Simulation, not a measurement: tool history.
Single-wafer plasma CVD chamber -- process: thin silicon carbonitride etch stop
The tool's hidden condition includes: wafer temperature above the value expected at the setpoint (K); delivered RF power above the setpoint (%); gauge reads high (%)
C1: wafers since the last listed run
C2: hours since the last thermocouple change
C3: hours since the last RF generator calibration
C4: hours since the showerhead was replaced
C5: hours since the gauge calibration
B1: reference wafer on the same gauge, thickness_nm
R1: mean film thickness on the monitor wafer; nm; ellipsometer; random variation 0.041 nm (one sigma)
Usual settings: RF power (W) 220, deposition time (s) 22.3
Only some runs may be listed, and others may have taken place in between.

run 1 hour=0 | RF_power_(W)=220 deposition_time_(s)=22.3 | C1=0 C2=2172.1 C3=1225.5 C4=2822 C5=2743.7 | B1=12.909 | R1=12.414
run 2 hour=59.7 | RF_power_(W)=220 deposition_time_(s)=22.3 | C1=1822 C2=2231.8 C3=1285.2 C4=2881.7 C5=2803.4 | B1=12.896 | R1=12.333
-- hour=93.6 thermocouple changed; heater temperature recalibrated
-- hour=110 gauge calibrated
run 3 hour=124 | RF_power_(W)=220 deposition_time_(s)=22.3 | C1=1718 C2=30.4 C3=1349.5 C4=2946 C5=14 | B1=12.901 | R1=12.385
run 4 hour=179.1 | RF_power_(W)=220 deposition_time_(s)=25.2 | C1=1682 C2=85.5 C3=1404.6 C4=3001.1 C5=69.1 | B1=12.893 | R1=14.026
run 5 hour=208.4 | RF_power_(W)=220 deposition_time_(s)=25.2 | C1=894 C2=114.8 C3=1433.9 C4=3030.4 C5=98.4 | B1=12.897 | R1=13.969
run 6 hour=240.5 | RF_power_(W)=220 deposition_time_(s)=22.3 | C1=980 C2=146.9 C3=1466 C4=3062.5 C5=130.5 | B1=12.898 | R1=12.37
run 7 hour=271.2 | RF_power_(W)=220 deposition_time_(s)=22.3 | C1=937 C2=177.6 C3=1496.7 C4=3093.2 C5=161.2 | B1=12.903 | R1=12.351
run 8 hour=296.6 | RF_power_(W)=220 deposition_time_(s)=22.3 | C1=775 C2=203 C3=1522.1 C4=3118.6 C5=186.6 | B1=12.888 | R1=12.272
run 9 hour=343.3 | RF_power_(W)=235 deposition_time_(s)=20.7 | C1=1425 C2=249.7 C3=1568.8 C4=3165.3 C5=233.3 | B1=12.906 | R1=11.739
run 10 hour=398.7 | RF_power_(W)=235 deposition_time_(s)=20.7 | C1=1691 C2=305.1 C3=1624.2 C4=3220.7 C5=288.7 | B1=12.9 | R1=11.651
run 11 hour=531.3 | RF_power_(W)=220 deposition_time_(s)=19.6 | C1=4048 C2=437.7 C3=1756.8 C4=3353.3 C5=421.3 | B1=12.904 | R1=10.804
run 12 hour=594.8 | RF_power_(W)=240 deposition_time_(s)=24.7 | C1=1938 C2=501.2 C3=1820.3 C4=3416.8 C5=484.8 | B1=12.878 | R1=14.017
run 13 hour=661.7 | RF_power_(W)=220 deposition_time_(s)=22.3 | C1=2042 C2=568.1 C3=1887.2 C4=3483.7 C5=551.7 | B1=12.924 | R1=12.255
run 14 hour=690.6 | RF_power_(W)=200 deposition_time_(s)=18.8 | C1=882 C2=597 C3=1916.1 C4=3512.6 C5=580.6 | B1=12.909 | R1=9.986
-- hour=798 RF generator calibrated
run 15 hour=827.4 | RF_power_(W)=195 deposition_time_(s)=20.3 | C1=3932 C2=733.8 C3=29.4 C4=3649.4 C5=717.4 | B1=12.889 | R1=10.943
run 16 hour=958 | RF_power_(W)=180 deposition_time_(s)=24.3 | C1=3987 C2=864.4 C3=160 C4=3780 C5=848 | B1=12.903 | R1=12.766
run 17 hour=998.8 | RF_power_(W)=195 deposition_time_(s)=22.3 | C1=1245 C2=905.2 C3=200.8 C4=3820.8 C5=888.8 | B1=12.883 | R1=12.043
run 18 hour=1054 | RF_power_(W)=240 deposition_time_(s)=26.1 | C1=1685 C2=960.4 C3=256 C4=3876 C5=944 | B1=12.912 | R1=15.116
-- hour=1085.7 showerhead replaced
run 19 hour=1096.4 | RF_power_(W)=250 deposition_time_(s)=24.6 | C1=1050 C2=1002.8 C3=298.4 C4=10.7 C5=986.4 | B1=12.888 | R1=14.406
run 20 hour=1211.6 | RF_power_(W)=220 deposition_time_(s)=25.1 | C1=3517 C2=1118 C3=413.6 C4=125.9 C5=1101.6 | B1=12.909 | R1=14.016
run 21 hour=1241.2 | RF_power_(W)=220 deposition_time_(s)=26.4 | C1=903 C2=1147.6 C3=443.2 C4=155.5 C5=1131.2 | B1=12.896 | R1=14.926
run 22 hour=1268.6 | RF_power_(W)=180 deposition_time_(s)=24.3 | C1=836 C2=1175 C3=470.6 C4=182.9 C5=1158.6 | B1=12.905 | R1=12.794
run 23 hour=1299.1 | RF_power_(W)=245 deposition_time_(s)=22.3 | C1=931 C2=1205.5 C3=501.1 C4=213.4 C5=1189.1 | B1=12.902 | R1=12.911
run 24 hour=1330.2 | RF_power_(W)=220 deposition_time_(s)=22.3 | C1=949 C2=1236.6 C3=532.2 C4=244.5 C5=1220.2 | B1=12.901 | R1=12.56
run 25 hour=1358.8 | RF_power_(W)=220 deposition_time_(s)=22.3 | C1=873 C2=1265.2 C3=560.8 C4=273.1 C5=1248.8 | B1=12.899 | R1=12.488
run 26 hour=1398.7 | RF_power_(W)=250 deposition_time_(s)=22.3 | C1=1218 C2=1305.1 C3=600.7 C4=313 C5=1288.7 | B1=12.9 | R1=13.062
run 27 hour=1429.2 | RF_power_(W)=200 deposition_time_(s)=22.3 | C1=931 C2=1335.6 C3=631.2 C4=343.5 C5=1319.2 | B1=12.894 | R1=12.183
run 28 hour=1456.7 | RF_power_(W)=255 deposition_time_(s)=26.7 | C1=839 C2=1363.1 C3=658.7 C4=371 C5=1346.7 | B1=12.899 | R1=15.68
run 29 hour=1527.9 | RF_power_(W)=220 deposition_time_(s)=19.6 | C1=2173 C2=1434.3 C3=729.9 C4=442.2 C5=1417.9 | B1=12.882 | R1=10.978
run 30 hour=1597.1 | RF_power_(W)=220 deposition_time_(s)=22.3 | C1=2112 C2=1503.5 C3=799.1 C4=511.4 C5=1487.1 | B1=12.915 | R1=12.514
run 31 hour=1635.2 | RF_power_(W)=190 deposition_time_(s)=22.3 | C1=1163 C2=1541.6 C3=837.2 C4=549.5 C5=1525.2 | B1=12.905 | R1=11.941
run 32 hour=1669.8 | RF_power_(W)=200 deposition_time_(s)=18.5 | C1=1056 C2=1576.2 C3=871.8 C4=584.1 C5=1559.8 | B1=12.89 | R1=10.04
run 33 hour=1720.2 | RF_power_(W)=220 deposition_time_(s)=22.3 | C1=1538 C2=1626.6 C3=922.2 C4=634.5 C5=1610.2 | B1=12.9 | R1=12.463
run 34 hour=1774.2 | RF_power_(W)=180 deposition_time_(s)=22.3 | C1=1648 C2=1680.6 C3=976.2 C4=688.5 C5=1664.2 | B1=12.91 | R1=11.669
run 35 hour=1833.4 | RF_power_(W)=220 deposition_time_(s)=22.3 | C1=1807 C2=1739.8 C3=1035.4 C4=747.7 C5=1723.4 | B1=12.885 | R1=12.459

What if the next run were any one of these 4? Each begins from the tool's condition after run 35:
run A hour=1833.8 | RF_power_(W)=255 deposition_time_(s)=22.3 | C1=12 C2=1740.2 C3=1035.8 C4=748.1 C5=1723.8 | B1=? | R1=?
run B hour=1833.8 | RF_power_(W)=240 deposition_time_(s)=24.3 | C1=12 C2=1740.2 C3=1035.8 C4=748.1 C5=1723.8 | B1=? | R1=?
run C hour=1833.8 | RF_power_(W)=180 deposition_time_(s)=19.8 | C1=12 C2=1740.2 C3=1035.8 C4=748.1 C5=1723.8 | B1=? | R1=?
run D hour=1833.8 | RF_power_(W)=205 deposition_time_(s)=26.7 | C1=12 C2=1740.2 C3=1035.8 C4=748.1 C5=1723.8 | B1=? | R1=?

run=A B1=12.893 R1=13.077
run=B B1=12.893 R1=13.973
run=C B1=12.893 R1=10.359
run=D B1=12.893 R1=14.583
With no hidden state in the tool, these same runs would have given:
run=A R1=13.154
run=B R1=14.056
run=C R1=10.42
run=D R1=14.669
